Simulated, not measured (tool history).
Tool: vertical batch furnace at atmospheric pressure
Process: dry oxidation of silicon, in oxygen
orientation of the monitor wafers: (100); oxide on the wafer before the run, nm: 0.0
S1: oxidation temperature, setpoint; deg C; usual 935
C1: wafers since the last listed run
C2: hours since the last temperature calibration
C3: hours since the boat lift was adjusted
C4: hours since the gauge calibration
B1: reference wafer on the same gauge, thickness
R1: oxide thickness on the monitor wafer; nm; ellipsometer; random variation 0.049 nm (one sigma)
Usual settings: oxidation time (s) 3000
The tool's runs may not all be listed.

Run 1, hour 0: usual settings but oxidation time (s) 3420; C1 0; C2 674.6; C3 1890.9; C4 1675.9; B1 24.03. Result: R1 25.74 nm.
Run 2, hour 41.7: usual settings; C1 421; C2 716.3; C3 1932.6; C4 1717.6; B1 24.04. Result: R1 23.7 nm.
Run 3, hour 89.5: usual settings; C1 482; C2 764.1; C3 1980.4; C4 1765.4; B1 24.05. Result: R1 23.7 nm.
Run 4, hour 133: usual settings; C1 439; C2 807.6; C3 2023.9; C4 1808.9; B1 24.06. Result: R1 23.71 nm.
Run 5, hour 191.4: usual settings; C1 590; C2 866; C3 2082.3; C4 1867.3; B1 24.06. Result: R1 23.69 nm.
Run 6, hour 243.8: usual settings; C1 529; C2 918.4; C3 2134.7; C4 1919.7; B1 24.07. Result: R1 23.76 nm.
Run 7, hour 293.2: usual settings; C1 499; C2 967.8; C3 2184.1; C4 1969.1; B1 24.06. Result: R1 23.67 nm.
Run 8, hour 349.4: usual settings but oxidation time (s) 1860; C1 567; C2 1024; C3 2240.3; C4 2025.3; B1 24.07. Result: R1 17.25 nm.
Run 9, hour 391: usual settings but oxidation time (s) 1860; C1 420; C2 1065.6; C3 2281.9; C4 2066.9; B1 24.08. Result: R1 17.32 nm.
Run 10, hour 441.9: usual settings; C1 514; C2 1116.5; C3 2332.8; C4 2117.8; B1 24.07. Result: R1 23.75 nm.
At hour 444.3: gauge calibrated.
At hour 499: boat lift adjusted.
Run 11, hour 505: usual settings; C1 395; C2 1179.6; C3 6; C4 60.7; B1 23.49. Result: R1 23.22 nm.
Run 12, hour 536.5: usual settings; C1 318; C2 1211.1; C3 37.5; C4 92.2; B1 23.52. Result: R1 23.24 nm.
Run 13, hour 601.8: usual settings; C1 659; C2 1276.4; C3 102.8; C4 157.5; B1 23.58. Result: R1 23.2 nm.
Run 14, hour 672.7: usual settings; C1 716; C2 1347.3; C3 173.7; C4 228.4; B1 23.6. Result: R1 23.31 nm.
Run 15, hour 734.5: usual settings; C1 624; C2 1409.1; C3 235.5; C4 290.2; B1 23.63. Result: R1 23.25 nm.
Run 16, hour 772.9: usual settings but S1 941 deg C, oxidation time (s) 4500; C1 388; C2 1447.5; C3 273.9; C4 328.6; B1 23.66. Result: R1 32.55 nm.
Run 17, hour 837.6: usual settings; C1 653; C2 1512.2; C3 338.6; C4 393.3; B1 23.7. Result: R1 23.37 nm.
Run 18, hour 906.9: usual settings but oxidation time (s) 4470; C1 700; C2 1581.5; C3 407.9; C4 462.6; B1 23.72. Result: R1 30.38 nm.
Run 19, hour 964.7: usual settings; C1 584; C2 1639.3; C3 465.7; C4 520.4; B1 23.73. Result: R1 23.36 nm.
Run 20, hour 1014.4: usual settings but S1 956 deg C, oxidation time (s) 2160; C1 502; C2 1689; C3 515.4; C4 570.1; B1 23.76. Result: R1 23.88 nm.
Run 21, hour 1076.9: usual settings but S1 928 deg C, oxidation time (s) 1980; C1 631; C2 1751.5; C3 577.9; C4 632.6; B1 23.79. Result: R1 16.66 nm.
Run 22, hour 1129.9: usual settings but S1 956 deg C, oxidation time (s) 2490; C1 535; C2 1804.5; C3 630.9; C4 685.6; B1 23.81. Result: R1 26.14 nm.
Run 23, hour 1187.6: usual settings but S1 957 deg C, oxidation time (s) 3990; C1 583; C2 1862.2; C3 688.6; C4 743.3; B1 23.82. Result: R1 35.69 nm.
At hour 1212.8: thermocouples replaced and temperature profile calibrated.
Run 24, hour 1250.7: usual settings; C1 395; C2 37.9; C3 751.7; C4 806.4; B1 23.83. Result: R1 23.45 nm.
Run 25, hour 1287.2: usual settings; C1 368; C2 74.4; C3 788.2; C4 842.9; B1 23.86. Result: R1 23.47 nm.
Run 26, hour 1350.9: usual settings but S1 928 deg C, oxidation time (s) 3690; C1 643; C2 138.1; C3 851.9; C4 906.6; B1 23.86. Result: R1 25.15 nm.
Run 27, hour 1400: usual settings but S1 915 deg C, oxidation time (s) 3780; C1 496; C2 187.2; C3 901; C4 955.7; B1 23.87. Result: R1 22.59 nm.
Run 28, hour 1467.3: usual settings but S1 914 deg C, oxidation time (s) 1560; C1 680; C2 254.5; C3 968.3; C4 1023; B1 23.88. Result: R1 12.39 nm.
Run 29, hour 1532.1: usual settings; C1 654; C2 319.3; C3 1033.1; C4 1087.8; B1 23.89. Result: R1 23.53 nm.
Run 30, hour 1599.5: usual settings but S1 955 deg C, oxidation time (s) 2430; C1 681; C2 386.7; C3 1100.5; C4 1155.2; B1 23.9. Result: R1 25.5 nm.
Run 31, hour 1669.4: usual settings but S1 947 deg C, oxidation time (s) 3540; C1 706; C2 456.6; C3 1170.4; C4 1225.1; B1 23.92. Result: R1 29.83 nm.
Run 32, hour 1700.9: usual settings but S1 920 deg C, oxidation time (s) 3960; C1 318; C2 488.1; C3 1201.9; C4 1256.6; B1 23.92. Result: R1 24.56 nm.
Run 33, hour 1764.2: usual settings but S1 926 deg C, oxidation time (s) 4020; C1 639; C2 551.4; C3 1265.2; C4 1319.9; B1 23.93. Result: R1 26.15 nm.
Run 34, hour 1804.7: usual settings but S1 911 deg C, oxidation time (s) 4320; C1 409; C2 591.9; C3 1305.7; C4 1360.4; B1 23.93. Result: R1 23.75 nm.
Run 35, hour 1831.4: usual settings but S1 927 deg C, oxidation time (s) 4440; C1 269; C2 618.6; C3 1332.4; C4 1387.1; B1 23.96. Result: R1 28.23 nm.
Run 36, hour 1888.1: usual settings; C1 572; C2 675.3; C3 1389.1; C4 1443.8; B1 23.94. Result: R1 23.59 nm.
Run 37, hour 1932.4: usual settings but S1 957 deg C, oxidation time (s) 1710; C1 447; C2 719.6; C3 1433.4; C4 1488.1; B1 23.96. Result: R1 21.08 nm.
Run 38, hour 1996.4: usual settings but S1 946 deg C, oxidation time (s) 4080; C1 646; C2 783.6; C3 1497.4; C4 1552.1; B1 23.96. Result: R1 32.41 nm.
Run 39, hour 2021.1: usual settings; C1 249; C2 808.3; C3 1522.1; C4 1576.8; B1 23.97. Result: R1 23.6 nm.

Measured less the same run without the tool's hidden state. The same run-to-run variation is in both; the gauge's scatter may not be:
The hidden state here: true tube temperature minus thermocouple reading, K; monitor wafer colder than the profiled boat position, K; gauge reads high (%).
run     R1
  1  +0.58
  2  +0.54
  3  +0.54
  4  +0.55
  5  +0.55
  6  +0.56
  7  +0.56
  8   +0.4
  9  +0.41
 10  +0.57
 11     +0
 12  +0.02
 13  +0.07
 14  +0.11
 15  +0.14
 16  +0.22
 17  +0.19
 18  +0.28
 19  +0.24
 20  +0.27
 21  +0.19
 22  +0.33
 23  +0.48
 24  +0.33
 25  +0.34
 26  +0.38
 27  +0.35
 28   +0.2
 29  +0.39
 30  +0.44
 31  +0.53
 32  +0.44
 33  +0.47
 34  +0.44
 35  +0.53
 36  +0.45
 37   +0.4
 38  +0.63
 39  +0.46
